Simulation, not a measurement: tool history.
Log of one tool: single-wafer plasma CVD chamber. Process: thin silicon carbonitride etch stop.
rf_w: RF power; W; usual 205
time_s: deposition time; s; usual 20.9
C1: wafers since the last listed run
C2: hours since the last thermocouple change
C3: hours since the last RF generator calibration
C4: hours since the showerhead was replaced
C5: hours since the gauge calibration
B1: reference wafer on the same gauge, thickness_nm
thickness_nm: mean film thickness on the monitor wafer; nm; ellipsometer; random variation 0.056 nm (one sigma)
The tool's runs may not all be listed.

{"run": 1, "hour": 0.0, "rf_w": 205, "time_s": 20.9, "C1": 0, "C2": 255.4, "C3": 755.6, "C4": 5657.8, "C5": 1535.9, "B1": 12.317, "thickness_nm": 11.67}
{"run": 2, "hour": 32.5, "rf_w": 205, "time_s": 20.9, "C1": 1215, "C2": 287.9, "C3": 788.1, "C4": 5690.3, "C5": 1568.4, "B1": 12.283, "thickness_nm": 11.638}
{"run": 3, "hour": 70.2, "rf_w": 205, "time_s": 18.3, "C1": 1410, "C2": 325.6, "C3": 825.8, "C4": 5728, "C5": 1606.1, "B1": 12.296, "thickness_nm": 10.174}
{"hour": 90.6, "done": "RF generator calibrated"}
{"run": 4, "hour": 103.4, "rf_w": 205, "time_s": 18.3, "C1": 942, "C2": 358.8, "C3": 12.8, "C4": 5761.2, "C5": 1639.3, "B1": 12.306, "thickness_nm": 10.196}
{"run": 5, "hour": 164.2, "rf_w": 205, "time_s": 18.3, "C1": 2274, "C2": 419.6, "C3": 73.6, "C4": 5822, "C5": 1700.1, "B1": 12.276, "thickness_nm": 10.059}
{"run": 6, "hour": 198.2, "rf_w": 205, "time_s": 20.9, "C1": 1272, "C2": 453.6, "C3": 107.6, "C4": 5856, "C5": 1734.1, "B1": 12.301, "thickness_nm": 11.492}
{"run": 7, "hour": 248.8, "rf_w": 205, "time_s": 20.9, "C1": 1893, "C2": 504.2, "C3": 158.2, "C4": 5906.6, "C5": 1784.7, "B1": 12.297, "thickness_nm": 11.539}
{"run": 8, "hour": 318.2, "rf_w": 235, "time_s": 19, "C1": 2596, "C2": 573.6, "C3": 227.6, "C4": 5976, "C5": 1854.1, "B1": 12.313, "thickness_nm": 10.858}
{"hour": 384.9, "done": "gauge calibrated"}
{"run": 9, "hour": 389.3, "rf_w": 235, "time_s": 19, "C1": 2660, "C2": 644.7, "C3": 298.7, "C4": 6047.1, "C5": 4.4, "B1": 12.316, "thickness_nm": 10.836}
{"run": 10, "hour": 444.9, "rf_w": 235, "time_s": 19, "C1": 2080, "C2": 700.3, "C3": 354.3, "C4": 6102.7, "C5": 60, "B1": 12.315, "thickness_nm": 10.895}
{"run": 11, "hour": 484.6, "rf_w": 205, "time_s": 20.9, "C1": 1485, "C2": 740, "C3": 394, "C4": 6142.4, "C5": 99.7, "B1": 12.312, "thickness_nm": 11.423}
{"run": 12, "hour": 508.7, "rf_w": 205, "time_s": 20.9, "C1": 901, "C2": 764.1, "C3": 418.1, "C4": 6166.5, "C5": 123.8, "B1": 12.297, "thickness_nm": 11.514}
{"run": 13, "hour": 554.0, "rf_w": 205, "time_s": 20.9, "C1": 1694, "C2": 809.4, "C3": 463.4, "C4": 6211.8, "C5": 169.1, "B1": 12.307, "thickness_nm": 11.406}
{"hour": 587.0, "done": "RF generator calibrated, repeated, since the last time left the tool worse"}
{"run": 14, "hour": 624.1, "rf_w": 205, "time_s": 23.6, "C1": 2323, "C2": 879.5, "C3": 37.1, "C4": 6281.9, "C5": 239.2, "B1": 12.315, "thickness_nm": 13.364}
{"run": 15, "hour": 673.9, "rf_w": 180, "time_s": 20.9, "C1": 1863, "C2": 929.3, "C3": 86.9, "C4": 6331.7, "C5": 289, "B1": 12.3, "thickness_nm": 11.272}
{"run": 16, "hour": 742.4, "rf_w": 180, "time_s": 17.7, "C1": 2562, "C2": 997.8, "C3": 155.4, "C4": 6400.2, "C5": 357.5, "B1": 12.313, "thickness_nm": 9.547}
{"run": 17, "hour": 775.3, "rf_w": 205, "time_s": 20.9, "C1": 1230, "C2": 1030.7, "C3": 188.3, "C4": 6433.1, "C5": 390.4, "B1": 12.291, "thickness_nm": 11.672}
{"run": 18, "hour": 825.5, "rf_w": 205, "time_s": 20.9, "C1": 1878, "C2": 1080.9, "C3": 238.5, "C4": 6483.3, "C5": 440.6, "B1": 12.295, "thickness_nm": 11.683}
{"run": 19, "hour": 864.3, "rf_w": 215, "time_s": 24, "C1": 1451, "C2": 1119.7, "C3": 277.3, "C4": 6522.1, "C5": 479.4, "B1": 12.31, "thickness_nm": 13.686}
{"run": 20, "hour": 929.5, "rf_w": 165, "time_s": 24.8, "C1": 2439, "C2": 1184.9, "C3": 342.5, "C4": 6587.3, "C5": 544.6, "B1": 12.298, "thickness_nm": 13.039}
{"run": 21, "hour": 1001.2, "rf_w": 205, "time_s": 18.3, "C1": 2682, "C2": 1256.6, "C3": 414.2, "C4": 6659, "C5": 616.3, "B1": 12.311, "thickness_nm": 10.156}
{"run": 22, "hour": 1030.9, "rf_w": 205, "time_s": 20.9, "C1": 1111, "C2": 1286.3, "C3": 443.9, "C4": 6688.7, "C5": 646, "B1": 12.285, "thickness_nm": 11.689}
{"run": 23, "hour": 1088.3, "rf_w": 225, "time_s": 22.9, "C1": 2147, "C2": 1343.7, "C3": 501.3, "C4": 6746.1, "C5": 703.4, "B1": 12.298, "thickness_nm": 13.153}
{"run": 24, "hour": 1125.4, "rf_w": 180, "time_s": 17.2, "C1": 1388, "C2": 1380.8, "C3": 538.4, "C4": 6783.2, "C5": 740.5, "B1": 12.267, "thickness_nm": 9.229}
{"hour": 1134.7, "done": "thermocouple changed; heater temperature recalibrated"}
{"hour": 1143.6, "done": "showerhead replaced"}
{"run": 25, "hour": 1152.1, "rf_w": 175, "time_s": 18.6, "C1": 400, "C2": 17.4, "C3": 565.1, "C4": 8.5, "C5": 767.2, "B1": 12.281, "thickness_nm": 9.918}
{"run": 26, "hour": 1202.3, "rf_w": 205, "time_s": 19.2, "C1": 1878, "C2": 67.6, "C3": 615.3, "C4": 58.7, "C5": 817.4, "B1": 12.33, "thickness_nm": 10.68}
{"run": 27, "hour": 1246.0, "rf_w": 175, "time_s": 18.4, "C1": 1634, "C2": 111.3, "C3": 659, "C4": 102.4, "C5": 861.1, "B1": 12.304, "thickness_nm": 9.837}
{"run": 28, "hour": 1289.1, "rf_w": 205, "time_s": 20.9, "C1": 1612, "C2": 154.4, "C3": 702.1, "C4": 145.5, "C5": 904.2, "B1": 12.297, "thickness_nm": 11.65}
{"run": 29, "hour": 1329.4, "rf_w": 205, "time_s": 20.9, "C1": 1507, "C2": 194.7, "C3": 742.4, "C4": 185.8, "C5": 944.5, "B1": 12.315, "thickness_nm": 11.682}
{"run": 30, "hour": 1391.7, "rf_w": 220, "time_s": 18.5, "C1": 2330, "C2": 257, "C3": 804.7, "C4": 248.1, "C5": 1006.8, "B1": 12.26, "thickness_nm": 10.551}
{"run": 31, "hour": 1453.9, "rf_w": 235, "time_s": 20.9, "C1": 2327, "C2": 319.2, "C3": 866.9, "C4": 310.3, "C5": 1069, "B1": 12.296, "thickness_nm": 12.017}
{"hour": 1516.2, "done": "RF generator calibrated"}
{"run": 32, "hour": 1516.7, "rf_w": 220, "time_s": 23.5, "C1": 2050, "C2": 382, "C3": 0.5, "C4": 373.1, "C5": 1131.8, "B1": 12.304, "thickness_nm": 13.587}
{"run": 33, "hour": 1554.1, "rf_w": 205, "time_s": 20.9, "C1": 1399, "C2": 419.4, "C3": 37.9, "C4": 410.5, "C5": 1169.2, "B1": 12.313, "thickness_nm": 11.764}
{"run": 34, "hour": 1596.3, "rf_w": 185, "time_s": 22.9, "C1": 1578, "C2": 461.6, "C3": 80.1, "C4": 452.7, "C5": 1211.4, "B1": 12.291, "thickness_nm": 12.549}
{"run": 35, "hour": 1643.4, "rf_w": 175, "time_s": 22.2, "C1": 1762, "C2": 508.7, "C3": 127.2, "C4": 499.8, "C5": 1258.5, "B1": 12.269, "thickness_nm": 11.854}
{"run": 36, "hour": 1680.9, "rf_w": 205, "time_s": 20.9, "C1": 1403, "C2": 546.2, "C3": 164.7, "C4": 537.3, "C5": 1296, "B1": 12.297, "thickness_nm": 11.735}

Hidden state at the last listed run before each entry between runs and at the first one after, where it differs:
Between runs 3 and 4: RF generator calibrated (hour 90.6)
  delivered RF power above the setpoint (%): -4.2 -> -7.21
  measured less the result without the state, thickness_nm: -0.125 -> -0.22 nm
Between runs 8 and 9: gauge calibrated (hour 384.9)
  delivered RF power above the setpoint (%): -9.2 -> -9.62
  measured less the result without the state, thickness_nm: -0.302 -> -0.316 nm
Between runs 13 and 14: RF generator calibrated, repeated, since the last time left the tool worse (hour 587)
  delivered RF power above the setpoint (%): -10.3 -> -1.04
  measured less the result without the state, thickness_nm: -0.359 -> -0.039 nm
Between runs 24 and 25: thermocouple changed; heater temperature recalibrated (hour 1134.7); showerhead replaced (hour 1143.6)
  delivered RF power above the setpoint (%): -4.06 -> -4.12
  measured less the result without the state, thickness_nm: -0.109 -> -0.12 nm
Between runs 31 and 32: RF generator calibrated (hour 1516.2)
  delivered RF power above the setpoint (%): -4.59 -> -0.433
  measured less the result without the state, thickness_nm: -0.162 -> -0.017 nm
